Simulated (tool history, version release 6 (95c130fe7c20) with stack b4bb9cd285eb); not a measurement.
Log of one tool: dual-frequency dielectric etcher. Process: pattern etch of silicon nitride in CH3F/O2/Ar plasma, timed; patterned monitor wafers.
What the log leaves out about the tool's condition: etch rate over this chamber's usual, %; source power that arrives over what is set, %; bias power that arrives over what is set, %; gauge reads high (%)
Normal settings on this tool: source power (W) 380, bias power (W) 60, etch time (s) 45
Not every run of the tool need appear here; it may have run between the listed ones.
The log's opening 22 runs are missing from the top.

run,day,source power (W),bias power (W),etch time (s),wafers since the last listed run,hours since the last wet clean,hours since the last source power generator calibration,hours since the last bias power generator calibration,hours since the last upper electrode change,hours since the gauge calibration,"read-back reference wafer on the same gauge, depth_nm",mean etch depth across the wafer (Å)
23,21.858,380,72,54.5,401,205.3,381.6,322.5,108.4,208.2,24,347.8
24,22.638,330,49,35.5,312,224,400.3,341.2,127.1,226.9,24,195.7
25,23.329,380,52,33.5,277,240.6,416.9,357.8,143.7,243.5,24.01,198.7
26,24.296,470,47,45,388,263.8,440.1,381,166.9,266.7,24.01,294.3
27,25.654,380,60,45,545,296.4,472.7,413.6,199.5,299.3,24,275.8
28,26.442,460,53,45,316,315.3,491.6,432.5,218.4,318.2,23.99,293.1
29,27.183,350,71,56.5,297,333.1,509.4,450.3,236.2,336,24.01,340.9
30,27.921,340,48,57.5,296,350.8,527.1,468,253.9,353.7,24.01,317.1
31,28.842,380,60,58,369,372.9,549.2,490.1,276,375.8,24.02,353

Each row is a separate what-if for the run after 31, all from the same tool condition, not one after another. Results?
A,28.858,380,60,45,6,373.3,549.6,490.5,276.4,376.2,?,?
B,28.858,380,60,37,6,373.3,549.6,490.5,276.4,376.2,?,?
C,28.858,380,71,35,6,373.3,549.6,490.5,276.4,376.2,?,?

run,"read-back reference wafer on the same gauge, depth_nm",mean etch depth across the wafer (Å)
A,24.01,274.7
B,24.01,225.9
C,24.01,221.3
Take away the tool's hidden state, keep each run's random variation, and the runs would have read:
run,mean etch depth across the wafer (Å)
A,278.8
B,229.2
C,224.6

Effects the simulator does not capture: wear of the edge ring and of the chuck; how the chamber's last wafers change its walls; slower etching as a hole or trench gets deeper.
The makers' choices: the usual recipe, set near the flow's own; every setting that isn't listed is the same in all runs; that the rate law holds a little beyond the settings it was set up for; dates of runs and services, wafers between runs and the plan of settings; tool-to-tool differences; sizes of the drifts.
